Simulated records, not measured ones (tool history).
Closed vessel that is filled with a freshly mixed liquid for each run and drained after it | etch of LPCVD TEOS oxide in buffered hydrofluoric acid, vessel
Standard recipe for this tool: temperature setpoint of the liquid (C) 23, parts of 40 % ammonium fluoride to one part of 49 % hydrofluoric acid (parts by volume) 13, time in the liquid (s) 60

run    hour  temperature setpoint of the liquid (C)  parts of 40 % ammonium fluoride to one part of 49 % hydrofluoric acid (parts by volume)  time in the liquid (s)  wafers since the last listed run  hours since the thermometer was replaced  hours since the hydrofluoric acid flow meter was replaced  hours since the gauge calibration  read-back film thickness of the LPCVD TEOS oxide reference wafer, read on the same gauge (nm)  thickness taken off the LPCVD TEOS oxide on a monitor wafer (Å)
  1       0                                      23                                                                                      9.5                      50                                 0                                    1218.5                                                      440.5                              261.6                                                                                         109.98                                                           1738.8
  2    41.3                                      23                                                                                      9.5                      50                              5282                                    1259.8                                                      481.8                              302.9                                                                                            110                                                           1727.5
  3   104.5                                      23                                                                                       13                      60                              8083                                      1323                                                        545                              366.1                                                                                         110.01                                                           1596.2
  4   156.3                                      23                                                                                        9                      60                              6625                                    1374.8                                                      596.8                              417.9                                                                                         109.98                                                           2239.7
  5   189.9                                      23                                                                                        9                      60                              4297                                    1408.4                                                      630.4                              451.5                                                                                         109.98                                                           2210.2
  6   292.2                                      23                                                                                       13                      60                             13083                                    1510.7                                                      732.7                              553.8                                                                                         110.02                                                           1627.8
  7     353                                      23                                                                                       13                      60                              7776                                    1571.5                                                      793.5                              614.6                                                                                         110.01                                                           1624.4
      360.9  -- hydrofluoric acid flow meter replaced
  8   396.7                                      23                                                                                       13                      60                              5461                                    1615.2                                                       35.8                              658.3                                                                                         110.01                                                           1556.1
        435  -- thermometer replaced
  9   454.1                                      23                                                                                       13                      60                              7213                                      19.1                                                       93.2                              715.7                                                                                         110.03                                                           1567.5
 10   489.7                                      23                                                                                       13                      60                              4553                                      54.7                                                      128.8                              751.3                                                                                         110.03                                                           1563.1
 11   519.2                                      23                                                                                       13                      60                              3772                                      84.2                                                      158.3                              780.8                                                                                         110.02                                                           1569.2
 12   587.8                                      23                                                                                       13                      60                              8773                                     152.8                                                      226.9                              849.4                                                                                         110.02                                                           1575.7
 13   631.8                                      26                                                                                     11.5                      85                              5627                                     196.8                                                      270.9                              893.4                                                                                         110.04                                                           2965.4
 14   661.8                                      23                                                                                       13                      60                              3836                                     226.8                                                      300.9                              923.4                                                                                         109.99                                                           1587.2
 15   695.1                                    18.5                                                                                       18                      60                              4258                                     260.1                                                      334.2                              956.7                                                                                            110                                                            883.7
 16     775                                    21.5                                                                                       13                      35                             10218                                       340                                                      414.1                             1036.6                                                                                         109.96                                                            840.7
 17   806.4                                      27                                                                                       11                      35                              4015                                     371.4                                                      445.5                               1068                                                                                         109.99                                                           1348.3
 18   876.9                                      25                                                                                       15                      85                              9016                                     441.9                                                        516                             1138.5                                                                                         109.99                                                           2191.2
      878.6  -- gauge calibrated
 19   929.3                                      23                                                                                       13                      60                              6701                                     494.3                                                      568.4                               50.7                                                                                         110.01                                                           1581.9
 20   959.2                                      21                                                                                       16                      35                              3824                                     524.2                                                      598.3                               80.6                                                                                         110.02                                                            682.3
 21  1016.3                                      23                                                                                       13                      40                              7302                                     581.3                                                      655.4                              137.7                                                                                         109.97                                                           1058.5
 22  1060.8                                      23                                                                                       13                      70                              5691                                     625.8                                                      699.9                              182.2                                                                                         109.99                                                           1882.9
 23  1119.5                                      23                                                                                       13                      60                              7507                                     684.5                                                      758.6                              240.9                                                                                         110.01                                                           1603.6
 24  1184.5                                      27                                                                                     11.5                      40                              8313                                     749.5                                                      823.6                              305.9                                                                                         110.02                                                           1496.4

Here are 5 independent what-if runs from the current tool condition. What would each one return?
  A  1185.2                                      23                                                                                       15                      60                                89                                     750.2                                                      824.3                              306.6                                                                                              ?                                                                ?
  B  1185.2                                      26                                                                                       10                      90                                89                                     750.2                                                      824.3                              306.6                                                                                              ?                                                                ?
  C  1185.2                                      18                                                                                       13                      85                                89                                     750.2                                                      824.3                              306.6                                                                                              ?                                                                ?
  D  1185.2                                    25.5                                                                                       13                      60                                89                                     750.2                                                      824.3                              306.6                                                                                              ?                                                                ?
  E  1185.2                                      18                                                                                       11                      95                                89                                     750.2                                                      824.3                              306.6                                                                                              ?                                                                ?

run  read-back film thickness of the LPCVD TEOS oxide reference wafer, read on the same gauge (nm)  thickness taken off the LPCVD TEOS oxide on a monitor wafer (Å)
  A                                                                                         110.01                                                           1416.1
  B                                                                                         110.01                                                           3653.1
  C                                                                                         110.01                                                           1745.9
  D                                                                                         110.01                                                           1867.1
  E                                                                                         110.01                                                           2297.2
Without the tool's hidden state the same runs would have given:
run  thickness taken off the LPCVD TEOS oxide on a monitor wafer (Å)
  A                                                           1349.3
  B                                                           3541.7
  C                                                           1663.7
  D                                                           1779.3
  E                                                           2189.6
